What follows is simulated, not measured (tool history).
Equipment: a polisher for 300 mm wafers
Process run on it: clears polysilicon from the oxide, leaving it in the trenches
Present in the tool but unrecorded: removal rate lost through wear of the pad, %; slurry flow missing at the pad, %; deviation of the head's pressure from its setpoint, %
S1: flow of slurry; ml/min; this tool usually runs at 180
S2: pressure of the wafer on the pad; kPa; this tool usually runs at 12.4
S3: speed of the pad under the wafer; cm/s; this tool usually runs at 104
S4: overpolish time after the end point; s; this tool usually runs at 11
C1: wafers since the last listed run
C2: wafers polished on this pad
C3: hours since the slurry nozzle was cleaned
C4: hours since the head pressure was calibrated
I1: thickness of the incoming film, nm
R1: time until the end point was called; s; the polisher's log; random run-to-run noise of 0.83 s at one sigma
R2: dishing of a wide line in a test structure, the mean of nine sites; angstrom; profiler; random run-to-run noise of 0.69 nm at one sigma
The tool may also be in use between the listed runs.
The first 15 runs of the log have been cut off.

run	hour	S1	S2	S3	S4	C1	C2	C3	C4	I1	R1	R2
16	444.2	180	12.4	104	11	1308	1778	393.2	506.7	501.5	68.8	506
17	468.3	180	12.4	104	11	296	2074	417.3	530.8	519.4	72.1	498
18	481.7	180	12.4	104	11	164	2239	430.7	544.2	511.8	70.4	506
19	513.5	120	12.4	134	13	390	2630	462.5	576.0	501.4	63.1	555
# hour 519.6: worn pad replaced by a new one
20	533.2	115	15.9	128	9	192	167	482.2	595.7	510.4	47.0	533
# hour 535.3: head pressure recalibrated
21	567.3	240	15.2	138	18	394	562	516.3	32.0	509.1	42.3	665
22	593.8	120	12.4	104	11	325	887	542.8	58.5	510.9	72.8	486
23	614.0	180	11.0	122	17	248	1136	563.0	78.7	515.8	68.4	581
24	638.9	215	13.8	88	9	306	1442	587.9	103.6	516.2	66.7	455
25	671.4	180	12.4	104	11	399	1841	620.4	136.1	512.3	68.3	497
# hour 677.5: slurry nozzle cleaned
26	700.5	180	15.2	114	11	345	2187	23.0	165.2	515.0	55.1	556
27	727.7	180	12.4	104	11	334	2521	50.2	192.4	509.8	72.1	513
28	753.2	180	12.4	104	11	313	2834	75.7	217.9	503.1	69.9	502
# hour 778.2: worn pad replaced by a new one
29	837.4	180	11.0	104	7	985	727	159.9	302.1	510.0	76.0	366
30	858.6	225	12.4	132	11	260	988	181.1	323.3	516.9	57.1	553
31	893.3	205	9.0	68	11	426	1414	215.8	358.0	514.4	119.2	365
32	965.9	180	9.7	104	11	892	2306	288.4	430.6	510.7	91.1	434
33	1001.3	120	15.9	114	11	435	2741	323.8	466.0	503.2	55.5	542
34	1020.8	180	9.7	104	5	239	2981	343.3	485.5	508.8	89.2	247
# hour 1041.7: worn pad replaced by a new one
35	1055.1	115	15.9	128	9	372	165	377.6	519.8	520.5	47.9	548

Branching from run 35: 4 alternative next runs. What would each branch give?
A	1055.6	180	12.4	104	11	6	171	378.1	520.3	517.3	?	?
B	1055.6	240	12.4	78	17	6	171	378.1	520.3	517.3	?	?
C	1055.6	145	12.4	104	11	6	171	378.1	520.3	517.3	?	?
D	1055.6	180	12.4	116	7	6	171	378.1	520.3	517.3	?	?

run	R1	R2
A	63.8	511
B	73.6	571
C	66.3	502
D	59.2	421
Had the tool no hidden state, the same runs would have come out as:
run	R1	R2
A	62.4	516
B	72.1	575
C	64.9	507
D	57.9	427
